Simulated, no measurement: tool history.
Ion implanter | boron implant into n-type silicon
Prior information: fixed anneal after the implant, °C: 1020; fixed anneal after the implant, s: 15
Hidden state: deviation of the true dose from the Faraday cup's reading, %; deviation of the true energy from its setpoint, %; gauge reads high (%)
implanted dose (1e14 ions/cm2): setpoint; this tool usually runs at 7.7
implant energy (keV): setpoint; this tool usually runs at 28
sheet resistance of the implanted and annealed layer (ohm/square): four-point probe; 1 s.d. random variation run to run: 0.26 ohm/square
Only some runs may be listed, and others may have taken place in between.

| run | hour | implanted dose (1e14 ions/cm2) | implant energy (keV) | wafers since the last listed run | hours since the last dose calibration | hours since the extraction supply was calibrated | hours since the gauge calibration | read-back reference wafer on the same gauge, sheet resistance | sheet resistance of the implanted and annealed layer (ohm/square) |
|---|---|---|---|---|---|---|---|---|---|
| 1 | 0 | 6.52 | 28 | 0 | 1782.7 | 2951.4 | 262.5 | 118.06 | 174.31 |
| 2 | 12.5 | 6.52 | 28 | 214 | 1795.2 | 2963.9 | 275 | 118.03 | 174.89 |
| 3 | 21.7 | 7.7 | 28 | 157 | 1804.4 | 2973.1 | 284.2 | 117.94 | 151.93 |
| 4 | 38.8 | 7.7 | 28 | 292 | 1821.5 | 2990.2 | 301.3 | 117.92 | 151.85 |
| 5 | 53.8 | 7.7 | 28 | 257 | 1836.5 | 3005.2 | 316.3 | 118.01 | 151.88 |
| 6 | 68.2 | 7.7 | 22 | 246 | 1850.9 | 3019.6 | 330.7 | 118.03 | 155.47 |
| 7 | 84.7 | 7.7 | 22 | 282 | 1867.4 | 3036.1 | 347.2 | 117.98 | 155.34 |
| 8 | 92.7 | 7.7 | 22 | 137 | 1875.4 | 3044.1 | 355.2 | 117.96 | 155.03 |
| 9 | 113.8 | 7.7 | 28 | 361 | 1896.5 | 3065.2 | 376.3 | 117.93 | 152.28 |
| 10 | 125.8 | 7.7 | 28 | 205 | 1908.5 | 3077.2 | 388.3 | 118.03 | 151.98 |
|  | 134.6 | extraction supply calibrated |
|  | 137.3 | Faraday cup replaced and dose calibrated |
| 11 | 142.6 | 7.7 | 28 | 104 | 5.3 | 8 | 405.1 | 117.97 | 146.51 |
| 12 | 150.8 | 6.2 | 28 | 140 | 13.5 | 16.2 | 413.3 | 117.96 | 175.81 |
|  | 157.9 | gauge calibrated |
| 13 | 166.1 | 6.2 | 28 | 262 | 28.8 | 31.5 | 8.2 | 117.99 | 176.42 |
| 14 | 177 | 6.2 | 28 | 186 | 39.7 | 42.4 | 19.1 | 117.99 | 176.49 |
| 15 | 193.9 | 7.7 | 28 | 289 | 56.6 | 59.3 | 36 | 117.96 | 147.16 |
| 16 | 207.9 | 7.7 | 31.5 | 239 | 70.6 | 73.3 | 50 | 118 | 145.38 |
| 17 | 221.8 | 7.7 | 28 | 238 | 84.5 | 87.2 | 63.9 | 118.03 | 147.06 |
| 18 | 233.3 | 7.7 | 19 | 197 | 96 | 98.7 | 75.4 | 118.02 | 152.45 |
| 19 | 244.5 | 6.74 | 28 | 191 | 107.2 | 109.9 | 86.6 | 118.01 | 164.64 |
| 20 | 289.1 | 5.87 | 28 | 764 | 151.8 | 154.5 | 131.2 | 118 | 184.5 |
| 21 | 303.2 | 7.7 | 28 | 241 | 165.9 | 168.6 | 145.3 | 117.93 | 147.56 |
| 22 | 313.4 | 9.08 | 28 | 174 | 176.1 | 178.8 | 155.5 | 118.04 | 128.28 |
| 23 | 328.6 | 7.7 | 28 | 260 | 191.3 | 194 | 170.7 | 118.02 | 147.02 |
| 24 | 342.3 | 6.12 | 22.5 | 234 | 205 | 207.7 | 184.4 | 117.96 | 182.72 |
| 25 | 358.8 | 7.7 | 28 | 282 | 221.5 | 224.2 | 200.9 | 118.04 | 148.04 |
| 26 | 366.1 | 9.1 | 28 | 125 | 228.8 | 231.5 | 208.2 | 118.02 | 128.01 |
| 27 | 374.4 | 5.62 | 20.5 | 142 | 237.1 | 239.8 | 216.5 | 117.99 | 199.15 |
| 28 | 389.9 | 5.83 | 19 | 265 | 252.6 | 255.3 | 232 | 117.91 | 194.43 |
| 29 | 400 | 5.42 | 20.5 | 173 | 262.7 | 265.4 | 242.1 | 117.98 | 205.19 |
| 30 | 409.3 | 9.46 | 28 | 159 | 272 | 274.7 | 251.4 | 118.06 | 123.92 |
| 31 | 426.9 | 8.55 | 24 | 301 | 289.6 | 292.3 | 269 | 118.08 | 136.86 |

Here are 5 independent what-if runs from the current tool condition. What would each one return?
| A | 427.3 | 6.26 | 28 | 6 | 290 | 292.7 | 269.4 | ? | ? |
| B | 427.3 | 6.63 | 23.5 | 6 | 290 | 292.7 | 269.4 | ? | ? |
| C | 427.3 | 7.11 | 34.5 | 6 | 290 | 292.7 | 269.4 | ? | ? |
| D | 427.3 | 6.73 | 37.5 | 6 | 290 | 292.7 | 269.4 | ? | ? |
| E | 427.3 | 5.98 | 30.5 | 6 | 290 | 292.7 | 269.4 | ? | ? |

| run | read-back reference wafer on the same gauge, sheet resistance | sheet resistance of the implanted and annealed layer (ohm/square) |
|---|---|---|
| A | 118.08 | 176.16 |
| B | 118.08 | 170.82 |
| C | 118.08 | 155.24 |
| D | 118.08 | 161.17 |
| E | 118.08 | 181.37 |
With the hidden condition removed and each run's random variation left untouched, the same runs would have given:
| run | sheet resistance of the implanted and annealed layer (ohm/square) |
|---|---|
| A | 175.23 |
| B | 169.91 |
| C | 154.44 |
| D | 160.35 |
| E | 180.44 |
